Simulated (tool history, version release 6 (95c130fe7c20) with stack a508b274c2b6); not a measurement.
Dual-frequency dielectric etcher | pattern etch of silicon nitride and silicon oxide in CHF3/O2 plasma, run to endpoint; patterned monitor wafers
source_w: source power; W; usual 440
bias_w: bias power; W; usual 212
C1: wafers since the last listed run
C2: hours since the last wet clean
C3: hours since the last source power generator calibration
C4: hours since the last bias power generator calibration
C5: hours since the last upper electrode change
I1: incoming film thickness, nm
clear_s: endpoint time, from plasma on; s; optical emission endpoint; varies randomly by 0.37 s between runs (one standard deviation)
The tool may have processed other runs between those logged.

run 1 hour=0 | source_w=440 bias_w=212 | C1=0 C2=198.2 C3=4893.2 C4=2918.1 C5=4264.8 | I1=171 | clear_s=122.5
run 2 hour=21.7 | source_w=440 bias_w=212 | C1=182 C2=219.9 C3=4914.9 C4=2939.8 C5=4286.5 | I1=171.7 | clear_s=123
run 3 hour=43.3 | source_w=390 bias_w=212 | C1=181 C2=241.5 C3=4936.5 C4=2961.4 C5=4308.1 | I1=171.6 | clear_s=131.8
run 4 hour=60.1 | source_w=440 bias_w=212 | C1=141 C2=258.3 C3=4953.3 C4=2978.2 C5=4324.9 | I1=171.2 | clear_s=121.5
run 5 hour=89.2 | source_w=380 bias_w=212 | C1=244 C2=287.4 C3=4982.4 C4=3007.3 C5=4354 | I1=170.8 | clear_s=132.3
run 6 hour=123.6 | source_w=380 bias_w=212 | C1=288 C2=321.8 C3=5016.8 C4=3041.7 C5=4388.4 | I1=169.3 | clear_s=130.6
run 7 hour=156.1 | source_w=440 bias_w=238 | C1=273 C2=354.3 C3=5049.3 C4=3074.2 C5=4420.9 | I1=169.3 | clear_s=112.6
-- hour=194.8 wet clean of the chamber
run 8 hour=195.3 | source_w=440 bias_w=212 | C1=127 C2=0.5 C3=5088.5 C4=3113.4 C5=4460.1 | I1=171 | clear_s=124
run 9 hour=205.4 | source_w=440 bias_w=212 | C1=84 C2=10.6 C3=5098.6 C4=3123.5 C5=4470.2 | I1=171 | clear_s=124.2
run 10 hour=232.7 | source_w=440 bias_w=212 | C1=229 C2=37.9 C3=5125.9 C4=3150.8 C5=4497.5 | I1=172.2 | clear_s=124.7
run 11 hour=245.1 | source_w=410 bias_w=212 | C1=104 C2=50.3 C3=5138.3 C4=3163.2 C5=4509.9 | I1=170.4 | clear_s=128.2
-- hour=256.7 source power generator calibrated
run 12 hour=268.9 | source_w=410 bias_w=212 | C1=166 C2=74.1 C3=12.2 C4=3187 C5=4533.7 | I1=169.6 | clear_s=126.9
run 13 hour=298.9 | source_w=510 bias_w=212 | C1=252 C2=104.1 C3=42.2 C4=3217 C5=4563.7 | I1=171 | clear_s=113.8
run 14 hour=316.7 | source_w=440 bias_w=212 | C1=149 C2=121.9 C3=60 C4=3234.8 C5=4581.5 | I1=172.1 | clear_s=124.2
-- hour=364 upper electrode replaced
run 15 hour=364.5 | source_w=340 bias_w=242 | C1=199 C2=169.7 C3=107.8 C4=3282.6 C5=0.5 | I1=172.1 | clear_s=133.8
run 16 hour=369.5 | source_w=470 bias_w=257 | C1=42 C2=174.7 C3=112.8 C4=3287.6 C5=5.5 | I1=171 | clear_s=107.9
run 17 hour=383.4 | source_w=370 bias_w=212 | C1=116 C2=188.6 C3=126.7 C4=3301.5 C5=19.4 | I1=171.8 | clear_s=135.9
run 18 hour=401.1 | source_w=440 bias_w=212 | C1=148 C2=206.3 C3=144.4 C4=3319.2 C5=37.1 | I1=170.3 | clear_s=121.5
run 19 hour=422.4 | source_w=440 bias_w=212 | C1=178 C2=227.6 C3=165.7 C4=3340.5 C5=58.4 | I1=172.1 | clear_s=122.6
run 20 hour=439.6 | source_w=410 bias_w=212 | C1=144 C2=244.8 C3=182.9 C4=3357.7 C5=75.6 | I1=170.9 | clear_s=127.1
run 21 hour=460.2 | source_w=410 bias_w=251 | C1=173 C2=265.4 C3=203.5 C4=3378.3 C5=96.2 | I1=171.2 | clear_s=116.9
-- hour=468.1 bias power generator calibrated
run 22 hour=481.1 | source_w=490 bias_w=162 | C1=141 C2=286.3 C3=224.4 C4=13 C5=117.1 | I1=170.2 | clear_s=131.6
run 23 hour=495.6 | source_w=520 bias_w=243 | C1=121 C2=300.8 C3=238.9 C4=27.5 C5=131.6 | I1=171.1 | clear_s=104.5
run 24 hour=522.1 | source_w=380 bias_w=228 | C1=222 C2=327.3 C3=265.4 C4=54 C5=158.1 | I1=170 | clear_s=126.9
-- hour=570.9 wet clean of the chamber
run 25 hour=571.4 | source_w=350 bias_w=231 | C1=212 C2=0.5 C3=314.7 C4=103.3 C5=207.4 | I1=170.5 | clear_s=134.5
run 26 hour=580.5 | source_w=440 bias_w=212 | C1=76 C2=9.6 C3=323.8 C4=112.4 C5=216.5 | I1=171.9 | clear_s=124.3
run 27 hour=598.8 | source_w=490 bias_w=198 | C1=153 C2=27.9 C3=342.1 C4=130.7 C5=234.8 | I1=169.5 | clear_s=120
run 28 hour=616.3 | source_w=390 bias_w=212 | C1=147 C2=45.4 C3=359.6 C4=148.2 C5=252.3 | I1=169.6 | clear_s=130.9

3 options for the next run, each taken on its own from the tool as it stands now. Forecast them:
run A hour=616.8 | source_w=440 bias_w=212 | C1=4 C2=45.9 C3=360.1 C4=148.7 C5=252.8 | I1=171.4 | clear_s=?
run B hour=616.8 | source_w=340 bias_w=231 | C1=4 C2=45.9 C3=360.1 C4=148.7 C5=252.8 | I1=171.4 | clear_s=?
run C hour=616.8 | source_w=330 bias_w=180 | C1=4 C2=45.9 C3=360.1 C4=148.7 C5=252.8 | I1=171.4 | clear_s=?

run=A clear_s=123.9
run=B clear_s=137.8
run=C clear_s=161
With the hidden condition removed and each run's random variation left untouched, the same runs would have given:
run=A clear_s=124.5
run=B clear_s=138.4
run=C clear_s=161.7
